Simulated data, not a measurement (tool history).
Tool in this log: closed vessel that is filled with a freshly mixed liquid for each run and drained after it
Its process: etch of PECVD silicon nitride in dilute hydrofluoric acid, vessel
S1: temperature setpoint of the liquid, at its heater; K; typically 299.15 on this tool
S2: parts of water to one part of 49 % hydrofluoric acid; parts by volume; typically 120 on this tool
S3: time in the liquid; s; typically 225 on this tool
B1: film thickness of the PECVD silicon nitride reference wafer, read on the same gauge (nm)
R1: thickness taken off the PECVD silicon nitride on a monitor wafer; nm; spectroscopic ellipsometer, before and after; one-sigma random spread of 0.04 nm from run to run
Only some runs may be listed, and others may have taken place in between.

run     day      S1   S2   S3      B1     R1
  1   0.000  299.15  120  225  80.000  4.733
  2   1.075  299.15  120  225  79.997  4.761
  3   2.383  299.15  120  225  80.001  4.689
  4   3.696  299.15  165  225  79.994  3.386
  5   4.483  299.15  165  225  79.997  3.419
  6   5.242  299.15  165  225  79.994  3.419
  7   5.750  299.15  120  225  80.000  4.681
      6.658  -- thermometer replaced
  8   6.725  299.15  120  225  79.991  4.760
  9   7.367  302.15  120  225  80.000  5.677
 10   8.417  299.15  105  225  80.002  5.357
      8.800  -- hydrofluoric acid flow meter replaced
 11   9.017  296.15   70  160  80.011  4.625
 12  13.471  299.15  150  175  79.994  2.936
 13  14.600  299.15  120  225  80.016  4.714
 14  16.012  294.65   75  225  79.997  5.516
 15  16.667  301.65  120  225  79.994  5.494
 16  18.083  299.15  120  225  79.998  4.722
 17  19.129  299.15  165  225  80.008  3.394
 18  20.462  299.15   95  225  80.005  5.957
 19  21.933  297.65  160  350  80.020  4.917
 20  22.712  302.15  120  155  79.978  3.920
 21  23.342  294.65  100  105  79.990  1.945
 22  24.029  299.15  120  225  79.994  4.661
 23  24.929  299.15  170  225  80.008  3.252
     25.433  -- gauge calibrated
 24  26.083  299.15   95  110  80.021  2.840
 25  30.433  294.65  100  105  80.004  1.948
 26  31.550  299.15  120  225  80.013  4.628
 27  34.892  299.15   95  270  79.992  7.068
 28  35.400  302.15  120  100  79.999  2.491
 29  36.000  301.65  135  170  79.987  3.699
 30  36.858  299.15  120  290  80.000  6.042
 31  38.188  299.15  120  225  80.001  4.619
 32  38.842  299.15  120  225  80.002  4.705

State the hidden condition of the tool at each of the runs:
liquid colder than its thermometer reads (K): 0 across all the runs
hydrofluoric acid flow above the setpoint (%): 0 across all the runs
gauge reads high (%): 0 across all the runs
